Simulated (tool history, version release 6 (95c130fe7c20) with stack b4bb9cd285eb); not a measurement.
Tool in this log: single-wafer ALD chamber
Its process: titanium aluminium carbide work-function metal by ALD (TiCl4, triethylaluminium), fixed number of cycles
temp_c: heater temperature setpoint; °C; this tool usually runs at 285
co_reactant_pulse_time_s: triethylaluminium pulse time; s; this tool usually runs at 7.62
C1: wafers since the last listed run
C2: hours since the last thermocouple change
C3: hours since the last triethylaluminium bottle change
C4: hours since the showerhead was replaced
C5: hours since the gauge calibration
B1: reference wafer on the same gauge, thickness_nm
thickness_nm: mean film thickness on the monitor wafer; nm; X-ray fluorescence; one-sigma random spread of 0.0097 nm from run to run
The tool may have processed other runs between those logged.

{"run": 1, "hour": 0.0, "temp_c": 285, "co_reactant_pulse_time_s": 7.62, "C1": 0, "C2": 1781.1, "C3": 1133.9, "C4": 6302.2, "C5": 11.2, "B1": 2.002, "thickness_nm": 1.626}
{"run": 2, "hour": 17.6, "temp_c": 285, "co_reactant_pulse_time_s": 7.62, "C1": 254, "C2": 1798.7, "C3": 1151.5, "C4": 6319.8, "C5": 28.8, "B1": 2.002, "thickness_nm": 1.623}
{"run": 3, "hour": 32.5, "temp_c": 285, "co_reactant_pulse_time_s": 7.62, "C1": 215, "C2": 1813.6, "C3": 1166.4, "C4": 6334.7, "C5": 43.7, "B1": 2.002, "thickness_nm": 1.62}
{"run": 4, "hour": 45.7, "temp_c": 285, "co_reactant_pulse_time_s": 7.62, "C1": 190, "C2": 1826.8, "C3": 1179.6, "C4": 6347.9, "C5": 56.9, "B1": 1.998, "thickness_nm": 1.616}
{"run": 5, "hour": 52.3, "temp_c": 285, "co_reactant_pulse_time_s": 7.62, "C1": 95, "C2": 1833.4, "C3": 1186.2, "C4": 6354.5, "C5": 63.5, "B1": 2.002, "thickness_nm": 1.623}
{"run": 6, "hour": 59.0, "temp_c": 285, "co_reactant_pulse_time_s": 7.62, "C1": 96, "C2": 1840.1, "C3": 1192.9, "C4": 6361.2, "C5": 70.2, "B1": 2.001, "thickness_nm": 1.611}
{"run": 7, "hour": 71.2, "temp_c": 285, "co_reactant_pulse_time_s": 7.62, "C1": 176, "C2": 1852.3, "C3": 1205.1, "C4": 6373.4, "C5": 82.4, "B1": 2, "thickness_nm": 1.611}
{"run": 8, "hour": 82.0, "temp_c": 285, "co_reactant_pulse_time_s": 7.62, "C1": 155, "C2": 1863.1, "C3": 1215.9, "C4": 6384.2, "C5": 93.2, "B1": 1.998, "thickness_nm": 1.628}
{"run": 9, "hour": 88.9, "temp_c": 285, "co_reactant_pulse_time_s": 7.62, "C1": 99, "C2": 1870, "C3": 1222.8, "C4": 6391.1, "C5": 100.1, "B1": 1.999, "thickness_nm": 1.627}
{"run": 10, "hour": 96.2, "temp_c": 288, "co_reactant_pulse_time_s": 5.26, "C1": 105, "C2": 1877.3, "C3": 1230.1, "C4": 6398.4, "C5": 107.4, "B1": 2.002, "thickness_nm": 1.346}
{"run": 11, "hour": 109.8, "temp_c": 288, "co_reactant_pulse_time_s": 5.26, "C1": 196, "C2": 1890.9, "C3": 1243.7, "C4": 6412, "C5": 121, "B1": 2, "thickness_nm": 1.327}
{"run": 12, "hour": 117.8, "temp_c": 288, "co_reactant_pulse_time_s": 5.26, "C1": 115, "C2": 1898.9, "C3": 1251.7, "C4": 6420, "C5": 129, "B1": 1.998, "thickness_nm": 1.33}
{"hour": 130.4, "done": "thermocouple changed; heater temperature recalibrated"}
{"run": 13, "hour": 130.8, "temp_c": 285, "co_reactant_pulse_time_s": 7.62, "C1": 72, "C2": 0.4, "C3": 1264.7, "C4": 6433, "C5": 142, "B1": 1.996, "thickness_nm": 1.614}
{"run": 14, "hour": 140.4, "temp_c": 285, "co_reactant_pulse_time_s": 7.62, "C1": 138, "C2": 10, "C3": 1274.3, "C4": 6442.6, "C5": 151.6, "B1": 2.003, "thickness_nm": 1.614}
{"run": 15, "hour": 150.3, "temp_c": 274, "co_reactant_pulse_time_s": 7.62, "C1": 142, "C2": 19.9, "C3": 1284.2, "C4": 6452.5, "C5": 161.5, "B1": 1.998, "thickness_nm": 1.529}
{"run": 16, "hour": 157.3, "temp_c": 285, "co_reactant_pulse_time_s": 5, "C1": 101, "C2": 26.9, "C3": 1291.2, "C4": 6459.5, "C5": 168.5, "B1": 1.995, "thickness_nm": 1.263}
{"hour": 178.0, "done": "triethylaluminium bottle replaced"}
{"run": 17, "hour": 178.5, "temp_c": 292, "co_reactant_pulse_time_s": 8.55, "C1": 190, "C2": 48.1, "C3": 0.5, "C4": 6480.7, "C5": 189.7, "B1": 2, "thickness_nm": 1.948}
{"run": 18, "hour": 178.8, "temp_c": 300, "co_reactant_pulse_time_s": 10.4, "C1": 4, "C2": 48.4, "C3": 0.8, "C4": 6481, "C5": 190, "B1": 2.004, "thickness_nm": 2.108}
{"run": 19, "hour": 185.7, "temp_c": 281, "co_reactant_pulse_time_s": 9.91, "C1": 99, "C2": 55.3, "C3": 7.7, "C4": 6487.9, "C5": 196.9, "B1": 1.998, "thickness_nm": 1.87}
{"run": 20, "hour": 201.1, "temp_c": 281, "co_reactant_pulse_time_s": 5.96, "C1": 222, "C2": 70.7, "C3": 23.1, "C4": 6503.3, "C5": 212.3, "B1": 1.999, "thickness_nm": 1.634}
{"run": 21, "hour": 217.8, "temp_c": 285, "co_reactant_pulse_time_s": 7.62, "C1": 241, "C2": 87.4, "C3": 39.8, "C4": 6520, "C5": 229, "B1": 2, "thickness_nm": 1.806}
{"run": 22, "hour": 228.3, "temp_c": 293, "co_reactant_pulse_time_s": 9.38, "C1": 151, "C2": 97.9, "C3": 50.3, "C4": 6530.5, "C5": 239.5, "B1": 2, "thickness_nm": 1.972}
{"run": 23, "hour": 240.1, "temp_c": 274, "co_reactant_pulse_time_s": 6.53, "C1": 170, "C2": 109.7, "C3": 62.1, "C4": 6542.3, "C5": 251.3, "B1": 2.002, "thickness_nm": 1.618}
{"run": 24, "hour": 255.0, "temp_c": 285, "co_reactant_pulse_time_s": 7.62, "C1": 215, "C2": 124.6, "C3": 77, "C4": 6557.2, "C5": 266.2, "B1": 2, "thickness_nm": 1.805}
{"hour": 260.2, "done": "gauge calibrated"}
{"run": 25, "hour": 263.3, "temp_c": 290, "co_reactant_pulse_time_s": 5.78, "C1": 119, "C2": 132.9, "C3": 85.3, "C4": 6565.5, "C5": 3.1, "B1": 1.997, "thickness_nm": 1.643}
{"hour": 277.5, "done": "showerhead replaced"}
{"run": 26, "hour": 278.0, "temp_c": 294, "co_reactant_pulse_time_s": 9.51, "C1": 96, "C2": 147.6, "C3": 100, "C4": 0.5, "C5": 17.8, "B1": 1.995, "thickness_nm": 1.969}
{"run": 27, "hour": 282.2, "temp_c": 285, "co_reactant_pulse_time_s": 7.62, "C1": 60, "C2": 151.8, "C3": 104.2, "C4": 4.7, "C5": 22, "B1": 1.998, "thickness_nm": 1.776}
{"run": 28, "hour": 292.5, "temp_c": 280, "co_reactant_pulse_time_s": 8.41, "C1": 148, "C2": 162.1, "C3": 114.5, "C4": 15, "C5": 32.3, "B1": 2.002, "thickness_nm": 1.788}
{"run": 29, "hour": 332.3, "temp_c": 285, "co_reactant_pulse_time_s": 7.62, "C1": 574, "C2": 201.9, "C3": 154.3, "C4": 54.8, "C5": 72.1, "B1": 2.002, "thickness_nm": 1.764}
{"run": 30, "hour": 341.4, "temp_c": 285, "co_reactant_pulse_time_s": 7.62, "C1": 131, "C2": 211, "C3": 163.4, "C4": 63.9, "C5": 81.2, "B1": 2.003, "thickness_nm": 1.77}
{"run": 31, "hour": 348.3, "temp_c": 285, "co_reactant_pulse_time_s": 7.62, "C1": 99, "C2": 217.9, "C3": 170.3, "C4": 70.8, "C5": 88.1, "B1": 1.999, "thickness_nm": 1.768}
{"run": 32, "hour": 359.0, "temp_c": 297, "co_reactant_pulse_time_s": 9.01, "C1": 154, "C2": 228.6, "C3": 181, "C4": 81.5, "C5": 98.8, "B1": 1.999, "thickness_nm": 1.96}
{"run": 33, "hour": 373.6, "temp_c": 281, "co_reactant_pulse_time_s": 7.62, "C1": 210, "C2": 243.2, "C3": 195.6, "C4": 96.1, "C5": 113.4, "B1": 2.002, "thickness_nm": 1.709}
{"run": 34, "hour": 383.3, "temp_c": 300, "co_reactant_pulse_time_s": 8.62, "C1": 140, "C2": 252.9, "C3": 205.3, "C4": 105.8, "C5": 123.1, "B1": 2, "thickness_nm": 1.942}

Some steps in thickness_nm, run to run, broken into two amounts with sign: the step expected even without the hidden condition (settings, incoming material, random variation), and the rest, left for the hidden condition together with whatever gauge scatter is not in both the measured and the hidden-condition-free result:
Hidden conditions of the tool in this case: wafer temperature above the value expected at the setpoint (K); triethylaluminium dose above that of a fresh bottle (%); gauge reads high (%).
Run 9 -> 10: temp_c 285 -> 288, co_reactant_pulse_time_s 7.62 -> 5.26. thickness_nm -0.281 nm: hidden state -0.091, all else -0.19.
Run 15 -> 16: temp_c 274 -> 285, co_reactant_pulse_time_s 7.62 -> 5. thickness_nm -0.266 nm: hidden state -0.103, all else -0.163.
Run 16 -> 17: temp_c 285 -> 292, co_reactant_pulse_time_s 5 -> 8.55, triethylaluminium bottle replaced. thickness_nm +0.685 nm: hidden state +0.306, all else +0.379.
Run 22 -> 23: temp_c 293 -> 274, co_reactant_pulse_time_s 9.38 -> 6.53. thickness_nm -0.354 nm: hidden state -0.028, all else -0.326.
Run 25 -> 26: temp_c 290 -> 294, co_reactant_pulse_time_s 5.78 -> 9.51, showerhead replaced. thickness_nm +0.326 nm: hidden state +0.042, all else +0.284.

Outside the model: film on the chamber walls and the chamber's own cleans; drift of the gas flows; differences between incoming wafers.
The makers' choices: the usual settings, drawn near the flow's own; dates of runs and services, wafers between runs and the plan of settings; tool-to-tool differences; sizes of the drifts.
